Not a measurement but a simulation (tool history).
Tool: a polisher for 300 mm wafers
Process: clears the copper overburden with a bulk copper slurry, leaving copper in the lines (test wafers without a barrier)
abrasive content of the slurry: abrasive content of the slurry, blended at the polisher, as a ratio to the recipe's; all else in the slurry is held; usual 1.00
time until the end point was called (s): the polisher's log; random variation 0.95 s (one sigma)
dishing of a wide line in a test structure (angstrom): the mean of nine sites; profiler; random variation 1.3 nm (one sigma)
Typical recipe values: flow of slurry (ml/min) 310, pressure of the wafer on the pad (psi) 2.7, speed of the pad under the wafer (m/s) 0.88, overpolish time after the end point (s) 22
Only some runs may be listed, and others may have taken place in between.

run   hour  flow of slurry (ml/min)  pressure of the wafer on the pad (psi)  speed of the pad under the wafer (m/s)  abrasive content of the slurry  overpolish time after the end point (s)  wafers since the last listed run  wafers polished on this pad  hours since the slurry nozzle was cleaned  hours since the head pressure was calibrated  hours since the slurry blender was calibrated  incoming thickness of the incoming film, nm  time until the end point was called (s)  dishing of a wide line in a test structure (angstrom)
  1    0.0                      310                                     2.7                                    0.88                            1.00                                       22                                 0                          400                                      722.7                                         383.9                                           66.6                                        664.7                                    109.5                                                    733
  2   16.6                      310                                     2.7                                    0.88                            1.00                                       22                               131                          532                                      739.3                                         400.5                                           83.2                                        655.1                                    108.1                                                    744
      21.0  -- worn pad replaced by a new one
  3   51.4                      310                                     2.7                                    0.88                            1.00                                       22                               244                          241                                      774.1                                         435.3                                          118.0                                        650.1                                    109.2                                                    735
  4   66.5                      310                                     2.7                                    0.88                            1.00                                       22                               119                          361                                      789.2                                         450.4                                          133.1                                        645.3                                    106.4                                                    762
  5   76.5                      310                                     2.7                                    1.00                            1.00                                       22                                79                          440                                      799.2                                         460.4                                          143.1                                        656.6                                     95.0                                                    823
      84.0  -- slurry nozzle cleaned
  6   93.1                      310                                     2.7                                    1.00                            1.00                                       22                               123                          564                                        9.1                                         477.0                                          159.7                                        649.2                                     93.9                                                    813
     100.2  -- worn pad replaced by a new one
  7  101.1                      310                                     2.1                                    0.88                            1.00                                       22                                31                            7                                       17.1                                         485.0                                          167.7                                        651.5                                    138.5                                                    621
  8  112.7                      310                                     2.1                                    0.88                            1.00                                       22                                92                           99                                       28.7                                         496.6                                          179.3                                        657.9                                    138.6                                                    637
  9  127.6                      310                                     2.7                                    0.88                            1.00                                       22                               118                          217                                       43.6                                         511.5                                          194.2                                        640.1                                    103.3                                                    763
 10  143.1                      310                                     2.7                                    0.88                            1.00                                       22                               123                          340                                       59.1                                         527.0                                          209.7                                        644.7                                    106.3                                                    761
     151.8  -- slurry blender recalibrated
 11  159.3                      360                                     2.7                                    0.88                            1.00                                       22                               112                          453                                       75.3                                         543.2                                            7.5                                        660.3                                    108.6                                                    766
     161.6  -- head pressure recalibrated
     177.6  -- worn pad replaced by a new one
 12  178.1                      275                                     2.4                                    0.68                            1.15                                       22                               101                            4                                       94.1                                          16.5                                           26.3                                        663.1                                    151.7                                                    589
 13  183.9                      310                                     2.7                                    0.88                            1.00                                       22                                46                           50                                       99.9                                          22.3                                           32.1                                        656.3                                    107.2                                                    765
 14  192.1                      310                                     3.6                                    0.88                            0.70                                       30                                65                          115                                      108.1                                          30.5                                           40.3                                        656.2                                     91.0                                                   1026
 15  205.8                      310                                     3.0                                    0.88                            0.80                                       22                               108                          224                                      121.8                                          44.2                                           54.0                                        658.4                                    105.1                                                    784
 16  222.9                      310                                     2.7                                    0.72                            0.75                                       22                               135                          359                                      138.9                                          61.3                                           71.1                                        650.0                                    139.0                                                    624
 17  233.2                      365                                     2.7                                    0.88                            1.00                                       22                                81                          441                                      149.2                                          71.6                                           81.4                                        651.2                                    105.4                                                    750
 18  250.4                      310                                     3.0                                    0.88                            1.00                                       10                               136                          578                                      166.4                                          88.8                                           98.6                                        651.7                                     97.2                                                    462
     258.6  -- worn pad replaced by a new one
 19  262.3                      310                                     2.7                                    0.88                            1.00                                       22                                62                           29                                      178.3                                         100.7                                          110.5                                        651.3                                    105.5                                                    756
 20  272.0                      400                                     2.7                                    0.88                            1.00                                       22                                77                          106                                      188.0                                         110.4                                          120.2                                        665.7                                    108.6                                                    763

Hidden condition of the tool, last listed run before each entry between runs versus first listed run after:
In the gap between runs 2 and 3: worn pad replaced by a new one (hour 21.0)
  no hidden state differs between the two runs
In the gap between runs 5 and 6: slurry nozzle cleaned (hour 84.0)
  no hidden state differs between the two runs
In the gap between runs 6 and 7: worn pad replaced by a new one (hour 100.2)
  no hidden state differs between the two runs
In the gap between runs 10 and 11: slurry blender recalibrated (hour 151.8)
  no hidden state differs between the two runs
In the gap between runs 11 and 12: head pressure recalibrated (hour 161.6); worn pad replaced by a new one (hour 177.6)
  no hidden state differs between the two runs
In the gap between runs 18 and 19: worn pad replaced by a new one (hour 258.6)
  no hidden state differs between the two runs

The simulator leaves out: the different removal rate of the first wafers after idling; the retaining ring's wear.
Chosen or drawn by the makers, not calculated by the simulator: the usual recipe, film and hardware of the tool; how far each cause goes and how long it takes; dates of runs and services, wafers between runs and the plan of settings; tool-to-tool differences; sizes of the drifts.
